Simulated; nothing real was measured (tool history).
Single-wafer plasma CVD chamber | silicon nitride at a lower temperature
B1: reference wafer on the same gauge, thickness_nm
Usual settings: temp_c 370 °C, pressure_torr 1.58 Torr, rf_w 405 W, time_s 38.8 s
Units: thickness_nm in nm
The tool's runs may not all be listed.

run 1 day=0 | temp_c=370 pressure_torr=1.58 rf_w=405 time_s=38.8 | B1=63.661 | thickness_nm=53.522
run 2 day=0.733 | temp_c=370 pressure_torr=1.58 rf_w=405 time_s=38.8 | B1=63.542 | thickness_nm=53.497
-- day=1.188 thermocouple changed; heater temperature recalibrated
run 3 day=1.208 | temp_c=370 pressure_torr=1.58 rf_w=405 time_s=38.8 | B1=63.577 | thickness_nm=53.534
run 4 day=1.396 | temp_c=370 pressure_torr=1.58 rf_w=405 time_s=38.8 | B1=63.527 | thickness_nm=53.482
run 5 day=1.65 | temp_c=370 pressure_torr=1.58 rf_w=405 time_s=38.8 | B1=63.665 | thickness_nm=53.273
run 6 day=1.946 | temp_c=370 pressure_torr=1.58 rf_w=405 time_s=38.8 | B1=63.584 | thickness_nm=53.67
run 7 day=2.596 | temp_c=370 pressure_torr=1.58 rf_w=405 time_s=38.8 | B1=63.57 | thickness_nm=53.155
run 8 day=2.979 | temp_c=370 pressure_torr=1.39 rf_w=405 time_s=42.5 | B1=63.559 | thickness_nm=56.76
-- day=3.625 gauge calibrated
run 9 day=3.708 | temp_c=384 pressure_torr=1.35 rf_w=405 time_s=43.7 | B1=63.572 | thickness_nm=57.746
-- day=4.554 capacitance manometer re-zeroed and calibrated
-- day=4.904 showerhead replaced
run 10 day=4.925 | temp_c=370 pressure_torr=1.58 rf_w=405 time_s=38.8 | B1=63.629 | thickness_nm=53.488
run 11 day=4.938 | temp_c=383 pressure_torr=1.58 rf_w=405 time_s=33.1 | B1=63.503 | thickness_nm=45.405
run 12 day=4.962 | temp_c=370 pressure_torr=1.58 rf_w=370 time_s=38.8 | B1=63.615 | thickness_nm=50.388
run 13 day=5.471 | temp_c=357 pressure_torr=1.58 rf_w=340 time_s=38.8 | B1=63.688 | thickness_nm=47.418
run 14 day=5.8 | temp_c=361 pressure_torr=1.77 rf_w=405 time_s=42.4 | B1=63.548 | thickness_nm=60.104
-- day=6.221 RF generator calibrated
run 15 day=6.258 | temp_c=370 pressure_torr=1.27 rf_w=405 time_s=34 | B1=63.615 | thickness_nm=47.404
run 16 day=6.596 | temp_c=370 pressure_torr=1.58 rf_w=405 time_s=38.8 | B1=63.608 | thickness_nm=56.533
run 17 day=7.021 | temp_c=370 pressure_torr=1.58 rf_w=405 time_s=38.8 | B1=63.569 | thickness_nm=56.602
run 18 day=7.425 | temp_c=380 pressure_torr=1.19 rf_w=440 time_s=38.8 | B1=63.656 | thickness_nm=55.741
run 19 day=7.962 | temp_c=370 pressure_torr=1.58 rf_w=405 time_s=38.8 | B1=63.599 | thickness_nm=56.599
run 20 day=8.246 | temp_c=370 pressure_torr=1.71 rf_w=380 time_s=33 | B1=63.703 | thickness_nm=46.669
run 21 day=8.671 | temp_c=370 pressure_torr=1.35 rf_w=405 time_s=38.8 | B1=63.581 | thickness_nm=54.413
run 22 day=9.283 | temp_c=370 pressure_torr=1.42 rf_w=405 time_s=38.8 | B1=63.729 | thickness_nm=55.114
run 23 day=10.025 | temp_c=370 pressure_torr=1.58 rf_w=335 time_s=38.8 | B1=63.546 | thickness_nm=48.834
run 24 day=10.608 | temp_c=370 pressure_torr=1.58 rf_w=440 time_s=32.5 | B1=63.624 | thickness_nm=49.192
run 25 day=11.3 | temp_c=362 pressure_torr=1.58 rf_w=405 time_s=43.8 | B1=63.627 | thickness_nm=63.183
run 26 day=11.667 | temp_c=370 pressure_torr=1.58 rf_w=405 time_s=38.8 | B1=63.507 | thickness_nm=55.902
run 27 day=12 | temp_c=370 pressure_torr=1.82 rf_w=405 time_s=38.8 | B1=63.609 | thickness_nm=57.792
run 28 day=12.571 | temp_c=370 pressure_torr=1.58 rf_w=405 time_s=38.8 | B1=63.68 | thickness_nm=55.535

Forecast each of these 5 alternatives for the next run:
run A day=12.588 | temp_c=370 pressure_torr=1.58 rf_w=430 time_s=38.8 | B1=? | thickness_nm=?
run B day=12.588 | temp_c=370 pressure_torr=1.25 rf_w=340 time_s=43.3 | B1=? | thickness_nm=?
run C day=12.588 | temp_c=370 pressure_torr=1.83 rf_w=405 time_s=38.8 | B1=? | thickness_nm=?
run D day=12.588 | temp_c=380 pressure_torr=1.58 rf_w=365 time_s=36.7 | B1=? | thickness_nm=?
run E day=12.588 | temp_c=370 pressure_torr=1.58 rf_w=475 time_s=38.8 | B1=? | thickness_nm=?

run=A B1=63.648 thickness_nm=58.464
run=B B1=63.648 thickness_nm=52.599
run=C B1=63.648 thickness_nm=58.071
run=D B1=63.648 thickness_nm=49.221
run=E B1=63.648 thickness_nm=62.375
Without the tool's hidden state the same runs would have given:
run=A thickness_nm=59.616
run=B thickness_nm=53.739
run=C thickness_nm=59.215
run=D thickness_nm=50.259
run=E thickness_nm=63.588

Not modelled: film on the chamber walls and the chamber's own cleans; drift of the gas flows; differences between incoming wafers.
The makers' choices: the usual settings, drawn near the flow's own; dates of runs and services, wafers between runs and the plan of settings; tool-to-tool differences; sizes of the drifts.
